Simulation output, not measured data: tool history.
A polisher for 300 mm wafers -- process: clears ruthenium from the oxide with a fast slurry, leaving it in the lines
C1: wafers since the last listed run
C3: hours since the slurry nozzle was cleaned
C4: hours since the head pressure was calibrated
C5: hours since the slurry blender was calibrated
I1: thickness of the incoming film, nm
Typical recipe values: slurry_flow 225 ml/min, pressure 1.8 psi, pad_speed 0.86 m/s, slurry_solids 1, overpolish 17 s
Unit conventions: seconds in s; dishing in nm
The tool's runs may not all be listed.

Run 1, hour 0: usual settings; C1 0; wafers polished on this pad 780; C3 338.6; C4 346.2; C5 302.4; I1 291.7. Result: seconds 179.5 s, dishing 23.8 nm.
At hour 34.6: slurry blender recalibrated.
Run 2, hour 79: usual settings; C1 408; wafers polished on this pad 1188; C3 417.6; C4 425.2; C5 44.4; I1 288.7. Result: seconds 148.8 s, dishing 27.4 nm.
At hour 133.8: slurry nozzle cleaned.
Run 3, hour 140: usual settings; C1 318; wafers polished on this pad 1506; C3 6.2; C4 486.2; C5 105.4; I1 292.4. Result: seconds 151.6 s, dishing 26.9 nm.
At hour 195.4: worn pad replaced by a new one.
Run 4, hour 211.1: usual settings; C1 355; wafers polished on this pad 83; C3 77.3; C4 557.3; C5 176.5; I1 292.4. Result: seconds 157.3 s, dishing 25.7 nm.
Run 5, hour 312: usual settings; C1 534; wafers polished on this pad 618; C3 178.2; C4 658.2; C5 277.4; I1 289.5. Result: seconds 158.5 s, dishing 24.5 nm.
Run 6, hour 404.9: usual settings; C1 492; wafers polished on this pad 1110; C3 271.1; C4 751.1; C5 370.3; I1 289.5. Result: seconds 177 s, dishing 22.5 nm.
At hour 435: slurry blender recalibrated.
Run 7, hour 487.9: usual settings; C1 429; wafers polished on this pad 1540; C3 354.1; C4 834.1; C5 52.9; I1 288.4. Result: seconds 149.1 s, dishing 27.1 nm.
At hour 506.2: worn pad replaced by a new one.
Run 8, hour 534.9: usual settings; C1 227; wafers polished on this pad 152; C3 401.1; C4 881.1; C5 99.9; I1 290.2. Result: seconds 149.7 s, dishing 26.4 nm.
Run 9, hour 623.9: usual settings; C1 471; wafers polished on this pad 624; C3 490.1; C4 970.1; C5 188.9; I1 289. Result: seconds 153.2 s, dishing 25.4 nm.
Run 10, hour 680.7: usual settings; C1 301; wafers polished on this pad 925; C3 546.9; C4 1026.9; C5 245.7; I1 288.4. Result: seconds 155.3 s, dishing 25 nm.
At hour 709.9: slurry nozzle cleaned.
Run 11, hour 783.7: usual settings; C1 540; wafers polished on this pad 1466; C3 73.8; C4 1129.9; C5 348.7; I1 287.3. Result: seconds 174.5 s, dishing 23.2 nm.
At hour 799.4: slurry blender recalibrated.
At hour 834.4: worn pad replaced by a new one.
Run 12, hour 865.7: usual settings but slurry_solids 1.2, overpolish 9 s; C1 402; wafers polished on this pad 166; C3 155.8; C4 1211.9; C5 66.3; I1 294.7. Result: seconds 133.7 s, dishing 17 nm.
Run 13, hour 916.9: usual settings but pressure 2.1 psi; C1 271; wafers polished on this pad 437; C3 207; C4 1263.1; C5 117.5; I1 289.6. Result: seconds 129.3 s, dishing 29.8 nm.
At hour 938.4: head pressure recalibrated.
Run 14, hour 996.4: usual settings but slurry_flow 145 ml/min, pressure 1.5 psi; C1 410; wafers polished on this pad 848; C3 286.5; C4 58; C5 197; I1 290.2. Result: seconds 205.5 s, dishing 20.4 nm.
Run 15, hour 1058.8: usual settings but pad_speed 1.04 m/s, slurry_solids 1.15; C1 330; wafers polished on this pad 1179; C3 348.9; C4 120.4; C5 259.4; I1 296.1. Result: seconds 128.2 s, dishing 30.7 nm.
Run 16, hour 1145.3: usual settings but pressure 1.5 psi; C1 458; wafers polished on this pad 1637; C3 435.4; C4 206.9; C5 345.9; I1 289.1. Result: seconds 202.6 s, dishing 20.2 nm.

What will run 17 give?
At hour 1163: slurry blender recalibrated.
At hour 1199.7: worn pad replaced by a new one.
Run 17, hour 1212.2: usual settings; C1 322; wafers polished on this pad 66; C3 502.3; C4 273.8; C5 49.2; I1 294.4. Result: seconds ?, dishing ?.

seconds: 144 s
dishing: 27.6 nm
With the hidden condition absent and the run-to-run variation left alone, this run would have shown seconds 140.4 s, dishing 28.2 nm.

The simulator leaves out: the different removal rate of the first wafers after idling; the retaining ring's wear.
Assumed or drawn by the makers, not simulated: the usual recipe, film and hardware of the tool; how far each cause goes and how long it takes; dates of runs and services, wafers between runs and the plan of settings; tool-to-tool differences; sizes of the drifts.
